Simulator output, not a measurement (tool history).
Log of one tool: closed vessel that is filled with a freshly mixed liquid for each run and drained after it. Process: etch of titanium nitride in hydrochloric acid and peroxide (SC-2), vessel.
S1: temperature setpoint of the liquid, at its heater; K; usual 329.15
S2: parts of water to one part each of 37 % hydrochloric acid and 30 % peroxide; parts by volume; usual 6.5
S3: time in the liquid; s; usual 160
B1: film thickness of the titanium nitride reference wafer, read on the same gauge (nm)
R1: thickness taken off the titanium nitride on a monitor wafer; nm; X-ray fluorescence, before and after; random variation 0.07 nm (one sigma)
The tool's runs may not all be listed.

| run | hour | S1 | S2 | S3 | B1 | R1 |
|---|---|---|---|---|---|---|
| 1 | 0.0 | 329.15 | 6.5 | 160 | 149.99 | 7.39 |
| 2 | 32.2 | 329.15 | 6.5 | 160 | 150.01 | 7.46 |
| 3 | 60.8 | 329.15 | 6.5 | 90 | 149.99 | 4.15 |
|  | 75.9 | new drum of peroxide connected |
| 4 | 76.4 | 329.15 | 6.5 | 160 | 150.01 | 7.99 |
| 5 | 106.1 | 329.15 | 6.5 | 195 | 150.01 | 9.85 |
| 6 | 180.7 | 329.15 | 8.0 | 160 | 150.02 | 6.79 |
| 7 | 196.0 | 329.15 | 8.0 | 160 | 149.99 | 6.76 |
| 8 | 214.5 | 329.15 | 8.0 | 160 | 150.01 | 6.81 |
| 9 | 297.5 | 329.15 | 6.5 | 160 | 149.99 | 7.95 |
| 10 | 315.3 | 336.65 | 5.5 | 160 | 150.02 | 14.40 |
| 11 | 350.3 | 332.65 | 8.5 | 160 | 149.99 | 8.03 |
| 12 | 378.4 | 329.15 | 6.5 | 160 | 150.00 | 7.86 |
|  | 425.3 | chemicals flow meter replaced |
| 13 | 456.3 | 329.15 | 6.5 | 160 | 150.01 | 7.42 |
| 14 | 476.1 | 329.15 | 6.5 | 135 | 149.99 | 6.23 |
| 15 | 489.5 | 329.15 | 6.5 | 160 | 149.99 | 7.48 |
|  | 491.2 | gauge calibrated |
| 16 | 516.8 | 321.65 | 6.5 | 160 | 150.00 | 4.53 |
| 17 | 534.2 | 329.15 | 6.5 | 160 | 150.02 | 7.30 |
|  | 537.2 | new drum of peroxide connected |
|  | 553.5 | thermometer replaced |
| 18 | 557.9 | 322.65 | 6.5 | 160 | 150.00 | 5.26 |
| 19 | 579.1 | 322.15 | 8.5 | 70 | 149.99 | 1.81 |
| 20 | 682.3 | 323.15 | 6.5 | 160 | 150.01 | 5.40 |
| 21 | 705.2 | 329.15 | 6.5 | 160 | 150.00 | 7.95 |
| 22 | 772.4 | 338.65 | 5.0 | 160 | 150.00 | 17.49 |
| 23 | 799.0 | 319.65 | 6.5 | 160 | 149.99 | 4.22 |
| 24 | 815.7 | 329.15 | 5.5 | 160 | 150.01 | 9.04 |
| 25 | 842.2 | 329.15 | 6.5 | 70 | 149.99 | 3.43 |
| 26 | 866.2 | 329.15 | 4.0 | 160 | 150.01 | 11.14 |
| 27 | 886.6 | 319.15 | 6.5 | 70 | 149.99 | 1.77 |
| 28 | 912.2 | 329.15 | 6.5 | 160 | 150.01 | 7.92 |

The tool's hidden state at each run:
liquid colder than its thermometer reads (K): 0 in every run
gauge reads high (%): 0 in every run
H1: chemicals flow above the setpoint (%)
H2: peroxide weaker than its label (%)
| run | H1 | H2 |
|---|---|---|
| 1 | 2.24 | 8.28 |
| 2 | 2.77 | 8.86 |
| 3 | 3.24 | 9.38 |
| 4 | 3.5 | 0.608 |
| 5 | 3.99 | 1.14 |
| 6 | 5.23 | 2.49 |
| 7 | 5.48 | 2.76 |
| 8 | 5.79 | 3.1 |
| 9 | 7.16 | 4.6 |
| 10 | 7.45 | 4.92 |
| 11 | 8.03 | 5.55 |
| 12 | 8.5 | 6.05 |
| 13 | 1.41 | 7.46 |
| 14 | 1.73 | 7.82 |
| 15 | 1.96 | 8.06 |
| 16 | 2.41 | 8.55 |
| 17 | 2.69 | 8.86 |
| 18 | 3.09 | 0.646 |
| 19 | 3.44 | 1.03 |
| 20 | 5.14 | 2.89 |
| 21 | 5.52 | 3.3 |
| 22 | 6.63 | 4.51 |
| 23 | 7.07 | 4.99 |
| 24 | 7.35 | 5.29 |
| 25 | 7.79 | 5.77 |
| 26 | 8.18 | 6.21 |
| 27 | 8.52 | 6.57 |
| 28 | 8.94 | 7.03 |
